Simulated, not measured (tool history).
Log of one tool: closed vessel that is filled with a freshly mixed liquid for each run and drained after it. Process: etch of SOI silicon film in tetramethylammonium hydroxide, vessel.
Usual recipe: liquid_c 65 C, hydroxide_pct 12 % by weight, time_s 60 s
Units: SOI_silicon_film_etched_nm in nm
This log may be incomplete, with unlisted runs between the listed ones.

| run | hour | liquid_c | hydroxide_pct | time_s | read-back film thickness of the SOI silicon film reference wafer, read on the same gauge (nm) | SOI_silicon_film_etched_nm |
|---|---|---|---|---|---|---|
| 1 | 0 | 65 | 12 | 60 | 130.03 | 338.5 |
| 2 | 173.9 | 67 | 12 | 40 | 129.95 | 253.71 |
| 3 | 204.5 | 67 | 12 | 40 | 130 | 258.16 |
| 4 | 274.3 | 65 | 12 | 60 | 130.01 | 333.79 |
| 5 | 320.7 | 65 | 12 | 60 | 129.95 | 338.93 |
| 6 | 383.9 | 65 | 12 | 60 | 130.03 | 339.07 |
| 7 | 449 | 65 | 12 | 60 | 130.03 | 331.67 |
|  | 516.6 | hydroxide flow meter replaced |
|  | 643.5 | thermometer replaced |
| 8 | 662 | 65 | 12 | 60 | 130.03 | 354.07 |
| 9 | 690.8 | 65 | 12 | 60 | 130 | 345.78 |
| 10 | 754.2 | 65 | 13.5 | 60 | 129.98 | 324.39 |
| 11 | 795.2 | 65 | 13.5 | 60 | 130.03 | 317.6 |
| 12 | 859.7 | 65 | 10 | 60 | 129.99 | 368.02 |
| 13 | 900.6 | 71.5 | 12 | 60 | 129.99 | 504.97 |
| 14 | 960.5 | 59 | 12 | 60 | 130.04 | 239.59 |
| 15 | 994.4 | 65 | 14 | 60 | 130 | 315.24 |
|  | 1029.3 | gauge calibrated |
| 16 | 1062.6 | 67 | 12 | 40 | 130.02 | 257.38 |
| 17 | 1106.5 | 71 | 11 | 90 | 130.01 | 743.12 |
| 18 | 1221.9 | 71 | 13.5 | 50 | 130.02 | 378.4 |
| 19 | 1281.7 | 59.5 | 13.5 | 70 | 129.96 | 264.13 |
| 20 | 1320.7 | 65 | 12 | 60 | 130.04 | 333.48 |
| 21 | 1356.8 | 65 | 12 | 60 | 130.07 | 336.68 |
| 22 | 1397.2 | 65 | 12 | 60 | 130.03 | 334.39 |
| 23 | 1447.8 | 65 | 12 | 60 | 130.06 | 335.45 |
|  | 1449.4 | hydroxide flow meter replaced |
| 24 | 1527.3 | 69 | 12 | 40 | 129.99 | 288.33 |
| 25 | 1591.8 | 65 | 10 | 40 | 129.98 | 245.04 |
| 26 | 1640.5 | 65 | 12 | 85 | 129.99 | 489.87 |
| 27 | 1690.7 | 65 | 13.5 | 95 | 129.95 | 523.53 |
| 28 | 1753.1 | 65 | 15 | 60 | 129.99 | 309.11 |
| 29 | 1823.5 | 65 | 12 | 50 | 129.98 | 286.15 |
|  | 1825.4 | thermometer replaced |
| 30 | 1871.8 | 65 | 10 | 85 | 129.97 | 519.07 |
| 31 | 1940.7 | 67 | 12 | 75 | 129.98 | 474.14 |
| 32 | 2010.2 | 59.5 | 12 | 60 | 129.94 | 241.09 |
| 33 | 2052 | 62 | 14 | 75 | 130.01 | 334.5 |

5 ways to go on from here, each from the tool as it stands after run 33. What would each give?
| A | 2052.7 | 60 | 12 | 60 | ? | ? |
| B | 2052.7 | 58.5 | 11 | 35 | ? | ? |
| C | 2052.7 | 62 | 10.5 | 90 | ? | ? |
| D | 2052.7 | 58 | 12 | 60 | ? | ? |
| E | 2052.7 | 69 | 10.5 | 80 | ? | ? |

| run | read-back film thickness of the SOI silicon film reference wafer, read on the same gauge (nm) | SOI_silicon_film_etched_nm |
|---|---|---|
| A | 129.99 | 245.38 |
| B | 129.99 | 135.09 |
| C | 129.99 | 439.9 |
| D | 129.99 | 216.29 |
| E | 129.99 | 596.3 |
Without the tool's unlogged condition, the same runs would have read:
| run | SOI_silicon_film_etched_nm |
|---|---|
| A | 252.59 |
| B | 138.59 |
| C | 450.6 |
| D | 222.64 |
| E | 610.8 |
